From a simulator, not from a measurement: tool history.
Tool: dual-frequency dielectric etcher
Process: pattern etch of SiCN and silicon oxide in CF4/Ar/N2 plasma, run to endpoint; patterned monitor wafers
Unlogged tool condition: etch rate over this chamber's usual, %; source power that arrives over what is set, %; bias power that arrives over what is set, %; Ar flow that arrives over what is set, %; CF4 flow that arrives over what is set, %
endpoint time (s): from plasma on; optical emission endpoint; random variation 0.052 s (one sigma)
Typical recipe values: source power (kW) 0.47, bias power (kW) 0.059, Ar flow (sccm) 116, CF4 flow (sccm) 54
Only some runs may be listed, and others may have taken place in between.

| run | hour | source power (kW) | bias power (kW) | Ar flow (sccm) | CF4 flow (sccm) | wafers since the last listed run | hours since the last wet clean | hours since the last source power generator calibration | hours since the last bias power generator calibration | hours since the last Ar flow controller change | hours since the last CF4 flow controller change | hours since the last upper electrode change | incoming incoming film thickness, nm | endpoint time (s) |
|---|---|---|---|---|---|---|---|---|---|---|---|---|---|---|
| 1 | 0 | 0.47 | 0.059 | 116 | 54 | 0 | 0.5 | 2580.9 | 1534.6 | 3508.3 | 1671.8 | 2107.6 | 10.34 | 12.5 |
| 2 | 35.8 | 0.47 | 0.059 | 116 | 54 | 746 | 36.3 | 2616.7 | 1570.4 | 3544.1 | 1707.6 | 2143.4 | 10.36 | 12.4 |
| 3 | 100.4 | 0.47 | 0.059 | 116 | 54 | 1347 | 100.9 | 2681.3 | 1635 | 3608.7 | 1772.2 | 2208 | 10.4 | 12.4 |
| 4 | 133.3 | 0.47 | 0.059 | 116 | 54 | 686 | 133.8 | 2714.2 | 1667.9 | 3641.6 | 1805.1 | 2240.9 | 10.4 | 12.3 |
|  | 180.1 | source power generator calibrated |
|  | 186.4 | bias power generator calibrated |
| 5 | 197.3 | 0.47 | 0.059 | 116 | 54 | 1168 | 197.8 | 17.2 | 10.9 | 3705.6 | 1869.1 | 2304.9 | 10.37 | 11.8 |
| 6 | 258.4 | 0.47 | 0.059 | 116 | 54 | 1274 | 258.9 | 78.3 | 72 | 3766.7 | 1930.2 | 2366 | 10.45 | 11.8 |
| 7 | 329 | 0.47 | 0.059 | 116 | 54 | 1472 | 329.5 | 148.9 | 142.6 | 3837.3 | 2000.8 | 2436.6 | 10.48 | 11.8 |
| 8 | 359.9 | 0.47 | 0.055 | 102 | 54 | 644 | 360.4 | 179.8 | 173.5 | 3868.2 | 2031.7 | 2467.5 | 10.38 | 11.5 |
| 9 | 409.9 | 0.58 | 0.051 | 106 | 43 | 1042 | 410.4 | 229.8 | 223.5 | 3918.2 | 2081.7 | 2517.5 | 10.42 | 10.6 |
|  | 445.4 | wet clean of the chamber |
| 10 | 478.5 | 0.47 | 0.059 | 116 | 54 | 930 | 33.1 | 298.4 | 292.1 | 3986.8 | 2150.3 | 2586.1 | 10.34 | 12.2 |
| 11 | 511.2 | 0.47 | 0.047 | 116 | 41 | 682 | 65.8 | 331.1 | 324.8 | 4019.5 | 2183 | 2618.8 | 10.36 | 13.7 |
|  | 574.6 | Ar flow controller replaced |
| 12 | 575.1 | 0.47 | 0.059 | 116 | 54 | 1207 | 129.7 | 395 | 388.7 | 0.5 | 2246.9 | 2682.7 | 10.52 | 12.3 |
| 13 | 632.9 | 0.47 | 0.059 | 116 | 54 | 1205 | 187.5 | 452.8 | 446.5 | 58.3 | 2304.7 | 2740.5 | 10.4 | 12 |
|  | 661.7 | upper electrode replaced |
| 14 | 678.8 | 0.47 | 0.047 | 116 | 41 | 456 | 233.4 | 498.7 | 492.4 | 104.2 | 2350.6 | 17.1 | 10.34 | 13.6 |
| 15 | 731 | 0.47 | 0.059 | 116 | 54 | 1088 | 285.6 | 550.9 | 544.6 | 156.4 | 2402.8 | 69.3 | 10.39 | 12.1 |
| 16 | 787.8 | 0.47 | 0.059 | 96 | 54 | 1184 | 342.4 | 607.7 | 601.4 | 213.2 | 2459.6 | 126.1 | 10.38 | 11.5 |
|  | 812.9 | CF4 flow controller replaced |
|  | 844.2 | wet clean of the chamber |
| 17 | 855.2 | 0.55 | 0.059 | 116 | 54 | 780 | 11 | 675.1 | 668.8 | 280.6 | 42.3 | 193.5 | 10.36 | 10.9 |
| 18 | 923.3 | 0.47 | 0.059 | 116 | 60 | 1420 | 79.1 | 743.2 | 736.9 | 348.7 | 110.4 | 261.6 | 10.39 | 12 |
| 19 | 978.4 | 0.44 | 0.059 | 116 | 46 | 1149 | 134.2 | 798.3 | 792 | 403.8 | 165.5 | 316.7 | 10.34 | 13.2 |
| 20 | 1002.5 | 0.47 | 0.052 | 116 | 54 | 502 | 158.3 | 822.4 | 816.1 | 427.9 | 189.6 | 340.8 | 10.38 | 12.5 |
| 21 | 1053.2 | 0.47 | 0.059 | 108 | 66 | 1057 | 209 | 873.1 | 866.8 | 478.6 | 240.3 | 391.5 | 10.35 | 11.4 |
| 22 | 1108.4 | 0.47 | 0.072 | 116 | 54 | 1151 | 264.2 | 928.3 | 922 | 533.8 | 295.5 | 446.7 | 10.5 | 11.5 |
| 23 | 1149.9 | 0.47 | 0.05 | 139 | 67 | 865 | 305.7 | 969.8 | 963.5 | 575.3 | 337 | 488.2 | 10.28 | 12.1 |
| 24 | 1211.1 | 0.47 | 0.059 | 116 | 54 | 1276 | 366.9 | 1031 | 1024.7 | 636.5 | 398.2 | 549.4 | 10.38 | 11.9 |
|  | 1243.5 | wet clean of the chamber |
| 25 | 1266.2 | 0.47 | 0.059 | 116 | 54 | 648 | 22.7 | 1086.1 | 1079.8 | 691.6 | 453.3 | 604.5 | 10.35 | 12.3 |

The tool's hidden state at each run:
bias power that arrives over what is set, %: 0 at every run
Ar flow that arrives over what is set, %: 0 at every run
CF4 flow that arrives over what is set, %: 0 at every run
H1: etch rate over this chamber's usual, %
H2: source power that arrives over what is set, %
| run | H1 | H2 |
|---|---|---|
| 1 | 0.368 | -5.1 |
| 2 | 0.721 | -5.11 |
| 3 | 1.36 | -5.14 |
| 4 | 1.68 | -5.15 |
| 5 | 2.31 | 0.00116 |
| 6 | 2.91 | -0.295 |
| 7 | 3.61 | -0.616 |
| 8 | 3.91 | -0.75 |
| 9 | 4.41 | -0.958 |
| 10 | -0.417 | -1.23 |
| 11 | -0.0944 | -1.35 |
| 12 | 0.535 | -1.58 |
| 13 | 1.1 | -1.77 |
| 14 | 1.56 | -1.92 |
| 15 | 2.07 | -2.08 |
| 16 | 2.63 | -2.25 |
| 17 | 0.0251 | -2.43 |
| 18 | 0.696 | -2.6 |
| 19 | 1.24 | -2.74 |
| 20 | 1.48 | -2.79 |
| 21 | 1.98 | -2.91 |
| 22 | 2.52 | -3.02 |
| 23 | 2.93 | -3.11 |
| 24 | 3.53 | -3.23 |
| 25 | 0.465 | -3.33 |
